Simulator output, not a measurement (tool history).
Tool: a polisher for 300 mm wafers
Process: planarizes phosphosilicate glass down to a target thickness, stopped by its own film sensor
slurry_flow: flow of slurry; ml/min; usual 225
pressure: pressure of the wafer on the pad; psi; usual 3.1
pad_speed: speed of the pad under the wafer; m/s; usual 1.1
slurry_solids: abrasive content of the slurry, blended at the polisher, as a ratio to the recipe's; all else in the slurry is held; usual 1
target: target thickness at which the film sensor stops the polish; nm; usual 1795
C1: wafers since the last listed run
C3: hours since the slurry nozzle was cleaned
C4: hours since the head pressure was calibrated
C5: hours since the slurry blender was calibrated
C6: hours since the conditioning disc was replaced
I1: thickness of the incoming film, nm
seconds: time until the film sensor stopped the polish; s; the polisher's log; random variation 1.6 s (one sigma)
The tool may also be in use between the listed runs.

run 1 hour=0 | slurry_flow=225 pressure=3.1 pad_speed=1.1 slurry_solids=1 target=1795 | C1=0 wafers_polished_on_this_pad=2256 C3=337.2 C4=517.3 C5=180.2 C6=419 | I1=2395.9 | seconds=93.6
run 2 hour=42.1 | slurry_flow=225 pressure=3.1 pad_speed=1.1 slurry_solids=1 target=1795 | C1=398 wafers_polished_on_this_pad=2655 C3=379.3 C4=559.4 C5=222.3 C6=461.1 | I1=2365.4 | seconds=92.4
run 3 hour=91.5 | slurry_flow=225 pressure=2.2 pad_speed=0.74 slurry_solids=0.75 target=1955 | C1=467 wafers_polished_on_this_pad=3123 C3=428.7 C4=608.8 C5=271.7 C6=510.5 | I1=2389.3 | seconds=152
-- hour=121.3 conditioning disc replaced and pad reconditioned
-- hour=127.1 slurry nozzle cleaned
run 4 hour=131 | slurry_flow=225 pressure=3.1 pad_speed=1.1 slurry_solids=0.85 target=1795 | C1=345 wafers_polished_on_this_pad=3468 C3=3.9 C4=648.3 C5=311.2 C6=9.7 | I1=2382.3 | seconds=103.6
-- hour=136.1 worn pad replaced by a new one, repeated, since the last time left the tool worse
-- hour=191.8 head pressure recalibrated
run 5 hour=192.3 | slurry_flow=225 pressure=3.6 pad_speed=1.1 slurry_solids=1.3 target=1795 | C1=523 wafers_polished_on_this_pad=512 C3=65.2 C4=0.5 C5=372.5 C6=71 | I1=2366 | seconds=60.1
run 6 hour=235.8 | slurry_flow=225 pressure=4 pad_speed=1.3 slurry_solids=1 target=1795 | C1=411 wafers_polished_on_this_pad=924 C3=108.7 C4=44 C5=416 C6=114.5 | I1=2341.6 | seconds=50.6
-- hour=273.5 slurry blender recalibrated
run 7 hour=300.1 | slurry_flow=255 pressure=3.7 pad_speed=1.24 slurry_solids=1 target=1795 | C1=590 wafers_polished_on_this_pad=1515 C3=173 C4=108.3 C5=26.6 C6=178.8 | I1=2396.8 | seconds=62.5
run 8 hour=347.1 | slurry_flow=200 pressure=2.7 pad_speed=0.88 slurry_solids=1.2 target=1795 | C1=445 wafers_polished_on_this_pad=1960 C3=220 C4=155.3 C5=73.6 C6=225.8 | I1=2395.2 | seconds=107.5
run 9 hour=374.5 | slurry_flow=225 pressure=4.1 pad_speed=0.96 slurry_solids=1 target=1795 | C1=259 wafers_polished_on_this_pad=2219 C3=247.4 C4=182.7 C5=101 C6=253.2 | I1=2370.5 | seconds=67.3
run 10 hour=438.6 | slurry_flow=225 pressure=2.5 pad_speed=1.1 slurry_solids=1 target=1795 | C1=607 wafers_polished_on_this_pad=2826 C3=311.5 C4=246.8 C5=165.1 C6=317.3 | I1=2399.5 | seconds=101.3
-- hour=489.4 slurry nozzle cleaned
run 11 hour=491.5 | slurry_flow=260 pressure=3.1 pad_speed=1.26 slurry_solids=1 target=1795 | C1=491 wafers_polished_on_this_pad=3318 C3=2.1 C4=299.7 C5=218 C6=370.2 | I1=2392.8 | seconds=75.6
run 12 hour=518.1 | slurry_flow=225 pressure=3.1 pad_speed=0.92 slurry_solids=1 target=1795 | C1=251 wafers_polished_on_this_pad=3570 C3=28.7 C4=326.3 C5=244.6 C6=396.8 | I1=2377.7 | seconds=93.7
-- hour=581.5 worn pad replaced by a new one
run 13 hour=583.8 | slurry_flow=225 pressure=3.5 pad_speed=1.1 slurry_solids=1 target=1706 | C1=584 wafers_polished_on_this_pad=21 C3=94.4 C4=392 C5=310.3 C6=462.5 | I1=2351.1 | seconds=77.8
-- hour=624.6 slurry blender recalibrated
run 14 hour=638.3 | slurry_flow=225 pressure=3.1 pad_speed=1.1 slurry_solids=1 target=1795 | C1=497 wafers_polished_on_this_pad=518 C3=148.9 C4=446.5 C5=13.7 C6=517 | I1=2365.3 | seconds=76.5
-- hour=689.5 conditioning disc replaced and pad reconditioned
run 15 hour=690 | slurry_flow=300 pressure=3.1 pad_speed=1.1 slurry_solids=1.2 target=1795 | C1=470 wafers_polished_on_this_pad=989 C3=200.6 C4=498.2 C5=65.4 C6=0.5 | I1=2373.1 | seconds=74.1
run 16 hour=747.1 | slurry_flow=225 pressure=3.1 pad_speed=0.88 slurry_solids=1.15 target=1912 | C1=540 wafers_polished_on_this_pad=1530 C3=257.7 C4=555.3 C5=122.5 C6=57.6 | I1=2387.6 | seconds=72.6
run 17 hour=775.5 | slurry_flow=175 pressure=3.1 pad_speed=1.1 slurry_solids=1 target=1890 | C1=268 wafers_polished_on_this_pad=1799 C3=286.1 C4=583.7 C5=150.9 C6=86 | I1=2388.1 | seconds=69.7
run 18 hour=818.5 | slurry_flow=170 pressure=3.1 pad_speed=0.92 slurry_solids=1 target=1795 | C1=407 wafers_polished_on_this_pad=2206 C3=329.1 C4=626.7 C5=193.9 C6=129 | I1=2355.5 | seconds=89.7
run 19 hour=880.5 | slurry_flow=225 pressure=3.1 pad_speed=0.96 slurry_solids=1 target=1795 | C1=587 wafers_polished_on_this_pad=2793 C3=391.1 C4=688.7 C5=255.9 C6=191 | I1=2380.2 | seconds=95
-- hour=914.2 head pressure recalibrated
run 20 hour=921 | slurry_flow=285 pressure=3.1 pad_speed=0.96 slurry_solids=1.25 target=1597 | C1=364 wafers_polished_on_this_pad=3158 C3=431.6 C4=6.8 C5=296.4 C6=231.5 | I1=2360.7 | seconds=113.5
-- hour=942.4 slurry nozzle cleaned
run 21 hour=961.2 | slurry_flow=225 pressure=2.6 pad_speed=1.1 slurry_solids=0.75 target=1795 | C1=371 wafers_polished_on_this_pad=3529 C3=18.8 C4=47 C5=336.6 C6=271.7 | I1=2364 | seconds=106.8
run 22 hour=994.1 | slurry_flow=225 pressure=2.5 pad_speed=1.1 slurry_solids=1 target=1795 | C1=311 wafers_polished_on_this_pad=3841 C3=51.7 C4=79.9 C5=369.5 C6=304.6 | I1=2399.4 | seconds=103.7
-- hour=1029.6 worn pad replaced by a new one
run 23 hour=1058.8 | slurry_flow=225 pressure=3.1 pad_speed=1.1 slurry_solids=1 target=1795 | C1=574 wafers_polished_on_this_pad=276 C3=116.4 C4=144.6 C5=434.2 C6=369.3 | I1=2385.2 | seconds=78.6
-- hour=1078 slurry blender recalibrated
run 24 hour=1121.9 | slurry_flow=225 pressure=3.5 pad_speed=1.1 slurry_solids=1.15 target=1795 | C1=578 wafers_polished_on_this_pad=854 C3=179.5 C4=207.7 C5=43.9 C6=432.4 | I1=2340.4 | seconds=62.3

How the hidden state differs across the entries between the runs, from the last listed run before each to the first after it:
Between runs 3 and 4: conditioning disc replaced and pad reconditioned (hour 121.3); slurry nozzle cleaned (hour 127.1)
  removal rate lost through wear of the pad, %: 17.2 -> 18.1
  measured less the result without the state, seconds: +26.2 -> +18.8 s
Between runs 4 and 5: worn pad replaced by a new one, repeated, since the last time left the tool worse (hour 136.1); head pressure recalibrated (hour 191.8)
  removal rate lost through wear of the pad, %: 18.1 -> 0.612
  measured less the result without the state, seconds: +18.8 -> +0.4 s
Between runs 6 and 7: slurry blender recalibrated (hour 273.5)
  removal rate lost through wear of the pad, %: 0.846 -> 1.43
  measured less the result without the state, seconds: +0.4 -> +0.9 s
Between runs 10 and 11: slurry nozzle cleaned (hour 489.4)
  removal rate lost through wear of the pad, %: 3.66 -> 4.86
  measured less the result without the state, seconds: +3.7 -> +3.6 s
Between runs 12 and 13: worn pad replaced by a new one (hour 581.5)
  removal rate lost through wear of the pad, %: 5.54 -> 1.09
  measured less the result without the state, seconds: +5.2 -> +0.8 s
Between runs 13 and 14: slurry blender recalibrated (hour 624.6)
  removal rate lost through wear of the pad, %: 1.09 -> 1.2
  measured less the result without the state, seconds: +0.8 -> +1 s
Between runs 14 and 15: conditioning disc replaced and pad reconditioned (hour 689.5)
  removal rate lost through wear of the pad, %: 1.2 -> 1.5
  measured less the result without the state, seconds: +1 -> +1.1 s
Between runs 19 and 20: head pressure recalibrated (hour 914.2)
  removal rate lost through wear of the pad, %: 4.18 -> 5.07
  measured less the result without the state, seconds: +4 -> +5.8 s
Between runs 20 and 21: slurry nozzle cleaned (hour 942.4)
  removal rate lost through wear of the pad, %: 5.07 -> 6.07
  measured less the result without the state, seconds: +5.8 -> +6.5 s
Between runs 22 and 23: worn pad replaced by a new one (hour 1029.6)
  removal rate lost through wear of the pad, %: 6.97 -> 1.21
  measured less the result without the state, seconds: +7.2 -> +0.9 s
Between runs 23 and 24: slurry blender recalibrated (hour 1078)
  removal rate lost through wear of the pad, %: 1.21 -> 1.48
  measured less the result without the state, seconds: +0.9 -> +0.9 s
